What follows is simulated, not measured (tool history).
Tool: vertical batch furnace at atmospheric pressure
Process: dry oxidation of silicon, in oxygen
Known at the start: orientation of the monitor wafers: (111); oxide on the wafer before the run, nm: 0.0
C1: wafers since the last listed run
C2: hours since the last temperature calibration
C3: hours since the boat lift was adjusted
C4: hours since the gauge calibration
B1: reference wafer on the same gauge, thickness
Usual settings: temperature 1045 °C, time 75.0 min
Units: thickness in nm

run 1 hour=0.0 | temperature=1057 time=75.0 | C1=0 C2=1050.4 C3=2965.0 C4=673.1 | B1=91.93 | thickness=111.74
run 2 hour=61.3 | temperature=1057 time=75.0 | C1=798 C2=1111.7 C3=3026.3 C4=734.4 | B1=91.95 | thickness=111.89
run 3 hour=94.1 | temperature=1057 time=75.0 | C1=427 C2=1144.5 C3=3059.1 C4=767.2 | B1=92.00 | thickness=111.74
run 4 hour=127.0 | temperature=1045 time=75.0 | C1=428 C2=1177.4 C3=3092.0 C4=800.1 | B1=92.01 | thickness=104.57
run 5 hour=152.7 | temperature=1045 time=75.0 | C1=334 C2=1203.1 C3=3117.7 C4=825.8 | B1=92.00 | thickness=104.28
run 6 hour=215.3 | temperature=1045 time=75.0 | C1=815 C2=1265.7 C3=3180.3 C4=888.4 | B1=91.99 | thickness=104.52
run 7 hour=242.8 | temperature=1045 time=75.0 | C1=358 C2=1293.2 C3=3207.8 C4=915.9 | B1=92.04 | thickness=104.49
run 8 hour=311.0 | temperature=1045 time=75.0 | C1=888 C2=1361.4 C3=3276.0 C4=984.1 | B1=92.03 | thickness=104.65
run 9 hour=370.8 | temperature=1045 time=46.0 | C1=779 C2=1421.2 C3=3335.8 C4=1043.9 | B1=92.02 | thickness=76.82
run 10 hour=435.3 | temperature=1045 time=46.0 | C1=840 C2=1485.7 C3=3400.3 C4=1108.4 | B1=91.93 | thickness=76.81
-- hour=482.8 gauge calibrated
run 11 hour=485.0 | temperature=1045 time=46.0 | C1=647 C2=1535.4 C3=3450.0 C4=2.2 | B1=92.06 | thickness=76.96
-- hour=509.8 thermocouples replaced and temperature profile calibrated
run 12 hour=519.8 | temperature=1045 time=75.0 | C1=140 C2=10.0 C3=3484.8 C4=37.0 | B1=92.01 | thickness=102.30
run 13 hour=554.6 | temperature=1065 time=86.5 | C1=453 C2=44.8 C3=3519.6 C4=71.8 | B1=91.99 | thickness=125.23
run 14 hour=590.4 | temperature=1021 time=106.5 | C1=466 C2=80.6 C3=3555.4 C4=107.6 | B1=92.03 | thickness=109.78
run 15 hour=628.2 | temperature=1037 time=94.0 | C1=492 C2=118.4 C3=3593.2 C4=145.4 | B1=92.01 | thickness=112.46
run 16 hour=656.8 | temperature=1061 time=51.5 | C1=372 C2=147.0 C3=3621.8 C4=174.0 | B1=92.00 | thickness=88.35
run 17 hour=717.3 | temperature=1066 time=45.0 | C1=788 C2=207.5 C3=3682.3 C4=234.5 | B1=92.03 | thickness=83.73
run 18 hour=767.5 | temperature=1069 time=50.0 | C1=653 C2=257.7 C3=3732.5 C4=284.7 | B1=91.99 | thickness=91.28
-- hour=800.5 boat lift adjusted
run 19 hour=814.0 | temperature=1054 time=104.5 | C1=293 C2=304.2 C3=13.5 C4=331.2 | B1=92.00 | thickness=135.84
run 20 hour=862.9 | temperature=1045 time=94.0 | C1=637 C2=353.1 C3=62.4 C4=380.1 | B1=92.03 | thickness=121.09
run 21 hour=928.8 | temperature=1059 time=49.0 | C1=858 C2=419.0 C3=128.3 C4=446.0 | B1=91.98 | thickness=86.99
run 22 hour=1135.8 | temperature=1045 time=75.0 | C1=2696 C2=626.0 C3=335.3 C4=653.0 | B1=92.04 | thickness=105.15

Some steps in thickness between neighbouring runs. How much of each would the tool show without its hidden state too (settings, what came in, random variation), and how much is left for the hidden state, with any gauge scatter that isn't in both results?
The hidden state here: true tube temperature minus thermocouple reading, K; monitor wafer colder than the profiled boat position, K; gauge reads high (%).
Run 11 -> 12: time 46.0 -> 75.0, thermocouples replaced and temperature profile calibrated. thickness +25.34 nm: hidden state -3.00, all else +28.34.
Run 18 -> 19: temperature 1069 -> 1054, time 50.0 -> 104.5, boat lift adjusted. thickness +44.56 nm: hidden state +2.61, all else +41.95.
Run 20 -> 21: temperature 1045 -> 1059, time 94.0 -> 49.0. thickness -34.10 nm: hidden state -0.10, all else -34.00.
